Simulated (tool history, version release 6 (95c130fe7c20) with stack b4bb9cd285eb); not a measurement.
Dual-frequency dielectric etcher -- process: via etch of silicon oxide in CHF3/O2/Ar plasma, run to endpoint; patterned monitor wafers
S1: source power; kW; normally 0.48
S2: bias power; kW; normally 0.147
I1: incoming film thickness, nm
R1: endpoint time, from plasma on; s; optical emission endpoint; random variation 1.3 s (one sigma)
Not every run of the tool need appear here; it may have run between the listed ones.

run   hour    S1     S2     I1     R1
  1      0  0.48  0.147    695  439.9
  2   11.9  0.48  0.147  700.5  439.8
  3     29  0.48  0.147  702.8  441.7
  4   41.3  0.48  0.147  704.2  445.7
  5   57.5  0.55  0.159  699.2  395.7
  6   63.8  0.48  0.147  700.6  444.6
  7   73.9  0.45  0.155  706.2  449.8
      78.6  -- bias power generator calibrated
     100.1  -- upper electrode replaced, of another model than before
  8  100.6  0.39  0.172  696.3  418.9
  9    101  0.48  0.147  706.2  449.2
       124  -- source power generator calibrated
     126.3  -- wet clean of the chamber
 10  126.8   0.4  0.122  703.5  553.5
 11  127.2  0.48  0.171  709.9  378.9
 12    135  0.56  0.116  699.8    513
 13  148.8  0.52  0.147  702.1  413.5
 14  159.6  0.48  0.147  697.3  421.3

3 options for the next run, each taken on its own from the tool as it stands now. Forecast them:
  A  160.1  0.48  0.147  701.4   ?
  B  160.1  0.44  0.177  701.4   ?
  C  160.1  0.57  0.166  701.4   ?

run     R1
  A    425
  B  376.7
  C  359.4
What these runs would have given with no unlogged condition in the tool:
run     R1
  A  421.2
  B  373.3
  C  356.2
